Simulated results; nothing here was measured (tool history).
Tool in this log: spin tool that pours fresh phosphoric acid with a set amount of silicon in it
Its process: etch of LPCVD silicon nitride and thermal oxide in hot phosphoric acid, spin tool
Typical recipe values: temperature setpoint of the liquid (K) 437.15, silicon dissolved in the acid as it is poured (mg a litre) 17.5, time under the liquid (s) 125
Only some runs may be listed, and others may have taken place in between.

| run | hour | temperature setpoint of the liquid (K) | silicon dissolved in the acid as it is poured (mg a litre) | time under the liquid (s) | wafers since the last listed run | hours since the thermometer was replaced | hours since the dissolved silicon flow meter was replaced | hours since the heated supply line was repaired | hours since the gauge calibration | read-back film thickness of the LPCVD silicon nitride reference wafer, read on the same gauge (nm) | read-back film thickness of the thermal oxide reference wafer, read on the same gauge (nm) | thickness taken off the LPCVD silicon nitride on a monitor wafer (nm) | thickness taken off the thermal oxide on a monitor wafer (nm) |
|---|---|---|---|---|---|---|---|---|---|---|---|---|---|
| 1 | 0 | 437.15 | 17.5 | 125 | 0 | 1550.7 | 335.3 | 2840.1 | 292.9 | 69.98 | 99.989 | 12.53 | 0.294 |
| 2 | 38.2 | 437.15 | 24 | 125 | 299 | 1588.9 | 373.5 | 2878.3 | 331.1 | 70 | 100.002 | 12.43 | 0.232 |
| 3 | 234.8 | 437.15 | 24 | 125 | 1541 | 1785.5 | 570.1 | 3074.9 | 527.7 | 70.03 | 99.988 | 12.42 | 0.217 |
| 4 | 269.7 | 437.15 | 17.5 | 125 | 273 | 1820.4 | 605 | 3109.8 | 562.6 | 70.01 | 100.012 | 12.35 | 0.287 |
|  | 331.7 | dissolved silicon flow meter replaced |
| 5 | 336.4 | 437.15 | 17.5 | 125 | 514 | 1887.1 | 4.7 | 3176.5 | 629.3 | 70 | 99.999 | 12.38 | 0.247 |
| 6 | 385.6 | 437.15 | 10 | 125 | 385 | 1936.3 | 53.9 | 3225.7 | 678.5 | 69.98 | 100.008 | 12.5 | 0.3 |
| 7 | 426.4 | 437.15 | 10 | 125 | 319 | 1977.1 | 94.7 | 3266.5 | 719.3 | 70 | 100 | 12.53 | 0.288 |
| 8 | 457.9 | 437.15 | 10 | 125 | 246 | 2008.6 | 126.2 | 3298 | 750.8 | 69.99 | 99.996 | 12.53 | 0.318 |
| 9 | 500 | 436.15 | 27.5 | 125 | 329 | 2050.7 | 168.3 | 3340.1 | 792.9 | 69.97 | 100.027 | 12.13 | 0.171 |
|  | 507.3 | heated supply line repaired |
| 10 | 533.5 | 436.15 | 10 | 90 | 254 | 2084.2 | 201.8 | 26.2 | 826.4 | 69.98 | 99.999 | 10.01 | 0.263 |
| 11 | 576.1 | 437.15 | 17.5 | 150 | 333 | 2126.8 | 244.4 | 68.8 | 869 | 69.98 | 100.01 | 17.41 | 0.432 |
| 12 | 646.3 | 439.65 | 25.5 | 125 | 550 | 2197 | 314.6 | 139 | 939.2 | 70.02 | 100.003 | 15.77 | 0.315 |
|  | 647.1 | gauge calibrated |
| 13 | 692.1 | 437.15 | 17.5 | 180 | 358 | 2242.8 | 360.4 | 184.8 | 45 | 70.02 | 100.004 | 20.65 | 0.55 |
|  | 698.8 | thermometer replaced |
| 14 | 758.9 | 437.15 | 17.5 | 125 | 515 | 60.1 | 427.2 | 251.6 | 111.8 | 70 | 100.006 | 13.39 | 0.262 |
| 15 | 816.2 | 437.15 | 17.5 | 125 | 449 | 117.4 | 484.5 | 308.9 | 169.1 | 69.99 | 99.997 | 13.28 | 0.333 |
| 16 | 857.5 | 435.65 | 24.5 | 80 | 323 | 158.7 | 525.8 | 350.2 | 210.4 | 69.98 | 100.003 | 8.06 | 0.132 |
| 17 | 890.1 | 434.15 | 9 | 125 | 255 | 191.3 | 558.4 | 382.8 | 243 | 69.99 | 99.992 | 12.01 | 0.306 |
| 18 | 936.8 | 439.15 | 28 | 125 | 366 | 238 | 605.1 | 429.5 | 289.7 | 69.98 | 99.99 | 14.17 | 0.267 |

4 options for the next run, each taken on its own from the tool as it stands now. Forecast them:
| A | 937.3 | 437.15 | 5 | 125 | 3 | 238.5 | 605.6 | 430 | 290.2 | ? | ? | ? | ? |
| B | 937.3 | 435.65 | 26 | 155 | 3 | 238.5 | 605.6 | 430 | 290.2 | ? | ? | ? | ? |
| C | 937.3 | 437.15 | 17.5 | 145 | 3 | 238.5 | 605.6 | 430 | 290.2 | ? | ? | ? | ? |
| D | 937.3 | 440.15 | 24 | 125 | 3 | 238.5 | 605.6 | 430 | 290.2 | ? | ? | ? | ? |

| run | read-back film thickness of the LPCVD silicon nitride reference wafer, read on the same gauge (nm) | read-back film thickness of the thermal oxide reference wafer, read on the same gauge (nm) | thickness taken off the LPCVD silicon nitride on a monitor wafer (nm) | thickness taken off the thermal oxide on a monitor wafer (nm) |
|---|---|---|---|---|
| A | 69.99 | 100 | 13.34 | 0.446 |
| B | 69.99 | 100 | 15.74 | 0.287 |
| C | 69.99 | 100 | 15.47 | 0.388 |
| D | 69.99 | 100 | 14.72 | 0.344 |
The same runs, with their run-to-run variation unchanged, on a tool lacking any hidden condition would have given:
| run | thickness taken off the LPCVD silicon nitride on a monitor wafer (nm) | thickness taken off the thermal oxide on a monitor wafer (nm) |
|---|---|---|
| A | 13.46 | 0.455 |
| B | 15.89 | 0.294 |
| C | 15.62 | 0.396 |
| D | 14.86 | 0.351 |
